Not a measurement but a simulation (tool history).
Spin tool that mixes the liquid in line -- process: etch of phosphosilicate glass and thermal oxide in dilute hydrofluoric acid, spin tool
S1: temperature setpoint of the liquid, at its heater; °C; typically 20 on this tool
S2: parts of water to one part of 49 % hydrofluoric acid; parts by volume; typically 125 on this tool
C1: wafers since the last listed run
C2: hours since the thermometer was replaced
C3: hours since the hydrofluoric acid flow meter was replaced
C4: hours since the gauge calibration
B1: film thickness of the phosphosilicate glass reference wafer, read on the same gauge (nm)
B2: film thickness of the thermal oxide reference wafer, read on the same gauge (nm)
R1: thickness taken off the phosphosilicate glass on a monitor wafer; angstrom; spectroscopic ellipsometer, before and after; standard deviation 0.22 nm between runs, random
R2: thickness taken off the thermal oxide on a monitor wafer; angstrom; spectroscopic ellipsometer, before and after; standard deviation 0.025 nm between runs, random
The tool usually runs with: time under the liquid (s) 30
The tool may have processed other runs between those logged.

{"run": 1, "day": 0.0, "S1": 22, "S2": 125, "time under the liquid (s)": 30, "C1": 0, "C2": 2217.1, "C3": 450.8, "C4": 944.6, "B1": 39.96, "B2": 49.987, "R1": 446.7, "R2": 10.45}
{"run": 2, "day": 2.971, "S1": 20, "S2": 75, "time under the liquid (s)": 30, "C1": 1479, "C2": 2288.4, "C3": 522.1, "C4": 1015.9, "B1": 40, "B2": 49.991, "R1": 721.3, "R2": 16.11}
{"run": 3, "day": 7.458, "S1": 20, "S2": 75, "time under the liquid (s)": 30, "C1": 2235, "C2": 2396.1, "C3": 629.8, "C4": 1123.6, "B1": 40.01, "B2": 49.998, "R1": 727.3, "R2": 16.69}
{"run": 4, "day": 9.608, "S1": 21.5, "S2": 175, "time under the liquid (s)": 15, "C1": 1070, "C2": 2447.7, "C3": 681.4, "C4": 1175.2, "B1": 40.02, "B2": 49.986, "R1": 147.5, "R2": 3.22}
{"run": 5, "day": 12.762, "S1": 17.5, "S2": 125, "time under the liquid (s)": 30, "C1": 1571, "C2": 2523.4, "C3": 757.1, "C4": 1250.9, "B1": 39.98, "B2": 49.999, "R1": 378.6, "R2": 8.73}
{"run": 6, "day": 15.558, "S1": 18, "S2": 85, "time under the liquid (s)": 20, "C1": 1392, "C2": 2590.5, "C3": 824.2, "C4": 1318, "B1": 40.03, "B2": 50, "R1": 391.2, "R2": 8.71}
{"run": 7, "day": 19.788, "S1": 18.5, "S2": 125, "time under the liquid (s)": 30, "C1": 2106, "C2": 2692, "C3": 925.7, "C4": 1419.5, "B1": 39.99, "B2": 50.014, "R1": 390, "R2": 8.33}
{"day": 23.446, "done": "hydrofluoric acid flow meter replaced"}
{"day": 23.817, "done": "thermometer replaced"}
{"day": 28.033, "done": "gauge calibrated"}
{"run": 8, "day": 31.65, "S1": 17, "S2": 145, "time under the liquid (s)": 30, "C1": 5866, "C2": 188, "C3": 196.9, "C4": 86.8, "B1": 40.02, "B2": 50, "R1": 304.6, "R2": 7.25}
{"run": 9, "day": 33.362, "S1": 22, "S2": 85, "time under the liquid (s)": 15, "C1": 852, "C2": 229.1, "C3": 238, "C4": 127.9, "B1": 40.03, "B2": 49.98, "R1": 339.4, "R2": 7.3}
{"run": 10, "day": 35.571, "S1": 20, "S2": 125, "time under the liquid (s)": 15, "C1": 1099, "C2": 282.1, "C3": 291, "C4": 180.9, "B1": 39.99, "B2": 49.986, "R1": 203.9, "R2": 4.28}
{"run": 11, "day": 37.208, "S1": 17, "S2": 150, "time under the liquid (s)": 20, "C1": 815, "C2": 321.4, "C3": 330.3, "C4": 220.2, "B1": 39.98, "B2": 49.985, "R1": 194.6, "R2": 4.49}
{"run": 12, "day": 44.517, "S1": 18.5, "S2": 160, "time under the liquid (s)": 15, "C1": 3640, "C2": 496.8, "C3": 505.7, "C4": 395.6, "B1": 40.02, "B2": 50.018, "R1": 145.8, "R2": 3.47}
{"run": 13, "day": 46.446, "S1": 20, "S2": 80, "time under the liquid (s)": 20, "C1": 960, "C2": 543.1, "C3": 552, "C4": 441.9, "B1": 40, "B2": 49.995, "R1": 452.6, "R2": 9.81}
{"run": 14, "day": 49.788, "S1": 17, "S2": 125, "time under the liquid (s)": 30, "C1": 1664, "C2": 623.3, "C3": 632.2, "C4": 522.1, "B1": 39.99, "B2": 49.987, "R1": 363.3, "R2": 7.68}
{"run": 15, "day": 53.412, "S1": 24, "S2": 160, "time under the liquid (s)": 45, "C1": 1805, "C2": 710.3, "C3": 719.2, "C4": 609.1, "B1": 40.02, "B2": 50.013, "R1": 548.3, "R2": 12.85}
{"run": 16, "day": 56.238, "S1": 25, "S2": 125, "time under the liquid (s)": 45, "C1": 1407, "C2": 778.1, "C3": 787, "C4": 676.9, "B1": 39.97, "B2": 49.999, "R1": 756.1, "R2": 17.32}
{"run": 17, "day": 59.746, "S1": 21.5, "S2": 175, "time under the liquid (s)": 50, "C1": 1747, "C2": 862.3, "C3": 871.2, "C4": 761.1, "B1": 40.03, "B2": 50.001, "R1": 496.7, "R2": 11.31}
{"day": 62.679, "done": "hydrofluoric acid flow meter replaced"}
{"run": 18, "day": 63.592, "S1": 20, "S2": 125, "time under the liquid (s)": 30, "C1": 1894, "C2": 954.6, "C3": 21.9, "C4": 853.4, "B1": 40, "B2": 49.983, "R1": 405.6, "R2": 9.58}
{"run": 19, "day": 66.879, "S1": 20, "S2": 125, "time under the liquid (s)": 30, "C1": 1637, "C2": 1033.5, "C3": 100.8, "C4": 932.3, "B1": 40.02, "B2": 50.001, "R1": 406.5, "R2": 9.32}
{"run": 20, "day": 69.138, "S1": 24, "S2": 125, "time under the liquid (s)": 50, "C1": 1124, "C2": 1087.7, "C3": 155, "C4": 986.5, "B1": 40, "B2": 50.012, "R1": 797.9, "R2": 17.18}
{"run": 21, "day": 70.779, "S1": 20, "S2": 125, "time under the liquid (s)": 45, "C1": 817, "C2": 1127.1, "C3": 194.4, "C4": 1025.9, "B1": 40, "B2": 49.997, "R1": 609.9, "R2": 12.81}
{"run": 22, "day": 73.35, "S1": 20, "S2": 165, "time under the liquid (s)": 45, "C1": 1280, "C2": 1188.8, "C3": 256.1, "C4": 1087.6, "B1": 40.02, "B2": 50.006, "R1": 445.8, "R2": 10.09}

The next listed run, before its measurement:
{"run": 23, "day": 76.946, "S1": 20, "S2": 125, "time under the liquid (s)": 30, "C1": 1790, "C2": 1275.1, "C3": 342.4, "C4": 1173.9, "B1": "?", "B2": "?", "R1": "?", "R2": "?"}

Run 23 came out at B1 40.03, B2 49.983, R1 407 angstrom, R2 8.82 angstrom.
On a tool with no hidden condition, and with the same random variation, this run would have come out at R1 400.7 angstrom, R2 8.69 angstrom.
